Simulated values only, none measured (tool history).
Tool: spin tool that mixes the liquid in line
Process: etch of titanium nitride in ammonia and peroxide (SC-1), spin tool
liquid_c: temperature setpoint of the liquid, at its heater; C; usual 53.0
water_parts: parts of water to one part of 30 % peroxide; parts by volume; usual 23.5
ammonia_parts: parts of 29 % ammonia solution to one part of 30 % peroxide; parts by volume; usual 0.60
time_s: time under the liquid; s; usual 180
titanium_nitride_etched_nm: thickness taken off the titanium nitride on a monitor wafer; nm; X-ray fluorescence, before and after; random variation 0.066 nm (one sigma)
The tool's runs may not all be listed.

run,hour,liquid_c,water_parts,ammonia_parts,time_s,wafers since the last listed run,hours since the thermometer was replaced,hours since the ammonia flow meter was replaced,hours since the heated supply line was repaired,hours since the drum of ammonia solution was connected,hours since the gauge calibration,"read-back film thickness of the titanium nitride reference wafer, read on the same gauge (nm)",titanium_nitride_etched_nm
1,0.0,53.0,23.5,0.60,180,0,533.1,549.5,3334.1,297.6,235.4,100.39,9.79
2,99.6,53.0,23.5,0.60,180,647,632.7,649.1,3433.7,397.2,335.0,100.30,9.71
# hour 148.7: ammonia flow meter replaced
3,154.9,53.0,23.5,0.70,180,352,688.0,6.2,3489.0,452.5,390.3,100.27,9.88
4,218.7,53.0,33.0,0.50,270,414,751.8,70.0,3552.8,516.3,454.1,100.24,11.56
# hour 255.9: thermometer replaced
5,286.7,56.5,12.5,0.75,240,435,30.8,138.0,3620.8,584.3,522.1,100.21,24.07
6,323.1,47.5,34.0,0.60,180,236,67.2,174.4,3657.2,620.7,558.5,100.11,5.39
7,370.6,53.0,23.5,0.60,180,308,114.7,221.9,3704.7,668.2,606.0,100.15,9.57
# hour 371.9: heated supply line repaired
8,432.3,53.0,23.5,0.80,230,394,176.4,283.6,60.4,729.9,667.7,100.12,13.11
9,486.9,53.0,23.5,0.60,180,354,231.0,338.2,115.0,784.5,722.3,100.05,9.69
10,567.3,53.0,18.0,0.70,180,522,311.4,418.6,195.4,864.9,802.7,99.93,11.61
# hour 754.5: ammonia flow meter replaced
11,815.6,53.0,23.5,0.60,180,1607,559.7,61.1,443.7,1113.2,1051.0,99.62,9.75
12,864.6,47.5,20.5,0.50,180,318,608.7,110.1,492.7,1162.2,1100.0,99.58,6.93
13,926.4,53.0,14.0,0.60,250,401,670.5,171.9,554.5,1224.0,1161.8,99.46,17.71
# hour 977.7: new drum of ammonia solution connected
14,1004.8,45.5,23.5,0.60,240,503,748.9,250.3,632.9,27.1,1240.2,99.30,7.49
# hour 1038.6: thermometer replaced
15,1067.6,53.0,26.5,0.35,180,401,29.0,313.1,695.7,89.9,1303.0,99.19,8.11
16,1141.2,53.0,23.5,0.60,180,478,102.6,386.7,769.3,163.5,1376.6,99.05,9.64
17,1239.2,53.0,23.5,0.60,180,637,200.6,484.7,867.3,261.5,1474.6,98.86,9.69
18,1276.6,53.0,14.5,0.60,180,243,238.0,522.1,904.7,298.9,1512.0,98.82,12.32
19,1339.3,53.0,23.5,0.60,180,407,300.7,584.8,967.4,361.6,1574.7,98.64,9.48
# hour 1445.2: ammonia flow meter replaced
20,1551.2,53.0,26.5,0.40,85,1371,512.6,106.0,1179.3,573.5,1786.6,98.15,3.90
21,1600.0,53.0,23.5,0.60,180,317,561.4,154.8,1228.1,622.3,1835.4,98.08,9.55
22,1648.8,53.0,14.0,0.60,250,317,610.2,203.6,1276.9,671.1,1884.2,97.92,17.47
23,1717.7,58.0,23.5,0.60,150,447,679.1,272.5,1345.8,740.0,1953.1,97.74,11.06
24,1786.0,45.5,15.0,0.50,180,444,747.4,340.8,1414.1,808.3,2021.4,97.52,7.01

Forecast each of these 4 alternatives for the next run:
A,1786.5,53.0,23.5,0.60,100,3,747.9,341.3,1414.6,808.8,2021.9,?,?
B,1786.5,53.0,23.5,0.60,135,3,747.9,341.3,1414.6,808.8,2021.9,?,?
C,1786.5,53.0,35.0,0.70,245,3,747.9,341.3,1414.6,808.8,2021.9,?,?
D,1786.5,53.0,23.5,0.45,260,3,747.9,341.3,1414.6,808.8,2021.9,?,?

run,"read-back film thickness of the titanium nitride reference wafer, read on the same gauge (nm)",titanium_nitride_etched_nm
A,97.54,5.28
B,97.54,7.13
C,97.54,10.63
D,97.54,13.01
Without the tool's hidden state the same runs would have given:
run,titanium_nitride_etched_nm
A,5.42
B,7.31
C,10.89
D,13.34
